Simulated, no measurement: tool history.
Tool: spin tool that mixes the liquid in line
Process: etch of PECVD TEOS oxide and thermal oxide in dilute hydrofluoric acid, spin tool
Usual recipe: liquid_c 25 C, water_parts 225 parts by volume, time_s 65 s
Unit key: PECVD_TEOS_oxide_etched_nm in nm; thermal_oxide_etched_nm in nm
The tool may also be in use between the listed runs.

| run | day | liquid_c | water_parts | time_s | read-back film thickness of the PECVD TEOS oxide reference wafer, read on the same gauge (nm) | read-back film thickness of the thermal oxide reference wafer, read on the same gauge (nm) | PECVD_TEOS_oxide_etched_nm | thermal_oxide_etched_nm |
|---|---|---|---|---|---|---|---|---|
| 1 | 0 | 25 | 225 | 65 | 80 | 149.982 | 6.09 | 1.122 |
| 2 | 3.362 | 25 | 225 | 65 | 80 | 149.99 | 6.05 | 1.124 |
| 3 | 5.325 | 25 | 225 | 65 | 80 | 150.026 | 5.99 | 1.1 |
| 4 | 8.129 | 25 | 225 | 65 | 79.99 | 149.997 | 5.95 | 1.166 |
| 5 | 12.254 | 25 | 225 | 65 | 80.02 | 149.989 | 6.02 | 1.107 |
| 6 | 15.754 | 25 | 225 | 65 | 80.02 | 150.018 | 5.98 | 1.142 |
| 7 | 19.975 | 25 | 225 | 65 | 79.96 | 149.997 | 5.89 | 1.102 |
| 8 | 21.958 | 25 | 225 | 65 | 80.02 | 149.993 | 5.88 | 1.123 |
| 9 | 25.662 | 25 | 140 | 65 | 80.03 | 150.03 | 10.41 | 2.002 |
|  | 28.108 | gauge calibrated |
| 10 | 30.129 | 27.5 | 225 | 75 | 80 | 150.018 | 7.44 | 1.399 |
| 11 | 32.896 | 29 | 225 | 65 | 79.99 | 149.984 | 6.75 | 1.28 |
| 12 | 34.938 | 29 | 225 | 65 | 80.03 | 149.999 | 6.73 | 1.26 |
| 13 | 37.546 | 25 | 225 | 65 | 80 | 150.013 | 5.77 | 1.089 |
|  | 39.829 | hydrofluoric acid flow meter replaced |
| 14 | 41.246 | 25 | 175 | 65 | 80.01 | 149.984 | 7.78 | 1.55 |
| 15 | 42.867 | 22.5 | 225 | 65 | 79.99 | 150.023 | 5.28 | 1.024 |
|  | 45.767 | thermometer replaced |
| 16 | 46.242 | 25 | 225 | 65 | 79.99 | 149.976 | 6.24 | 1.212 |
| 17 | 49.775 | 27.5 | 225 | 100 | 80.01 | 150.027 | 10.46 | 1.96 |
| 18 | 51.346 | 21.5 | 295 | 85 | 79.98 | 150.004 | 5.05 | 0.959 |
| 19 | 53.975 | 25 | 225 | 65 | 79.99 | 150.006 | 6.15 | 1.163 |
| 20 | 57.883 | 21 | 125 | 40 | 79.98 | 149.961 | 6.5 | 1.235 |
| 21 | 61.833 | 22 | 290 | 65 | 80.02 | 150.019 | 3.98 | 0.749 |
| 22 | 64.338 | 25 | 135 | 50 | 79.98 | 150.009 | 8.68 | 1.669 |
| 23 | 67.321 | 29.5 | 320 | 65 | 80 | 149.97 | 4.49 | 0.859 |
| 24 | 70.062 | 22 | 225 | 80 | 80.01 | 149.983 | 6.69 | 1.29 |
| 25 | 73.812 | 25 | 225 | 65 | 80 | 149.965 | 6.01 | 1.132 |

Exercise: give the hidden state of the tool at every run:
hydrofluoric acid flow above the setpoint (%): 0 in every run
gauge reads high (%): 0 in every run
H1: liquid colder than its thermometer reads (K)
| run | H1 |
|---|---|
| 1 | 0.809 |
| 2 | 0.918 |
| 3 | 0.982 |
| 4 | 1.07 |
| 5 | 1.21 |
| 6 | 1.32 |
| 7 | 1.46 |
| 8 | 1.52 |
| 9 | 1.64 |
| 10 | 1.79 |
| 11 | 1.88 |
| 12 | 1.94 |
| 13 | 2.03 |
| 14 | 2.15 |
| 15 | 2.2 |
| 16 | 0.11 |
| 17 | 0.225 |
| 18 | 0.276 |
| 19 | 0.361 |
| 20 | 0.488 |
| 21 | 0.616 |
| 22 | 0.697 |
| 23 | 0.794 |
| 24 | 0.883 |
| 25 | 1 |

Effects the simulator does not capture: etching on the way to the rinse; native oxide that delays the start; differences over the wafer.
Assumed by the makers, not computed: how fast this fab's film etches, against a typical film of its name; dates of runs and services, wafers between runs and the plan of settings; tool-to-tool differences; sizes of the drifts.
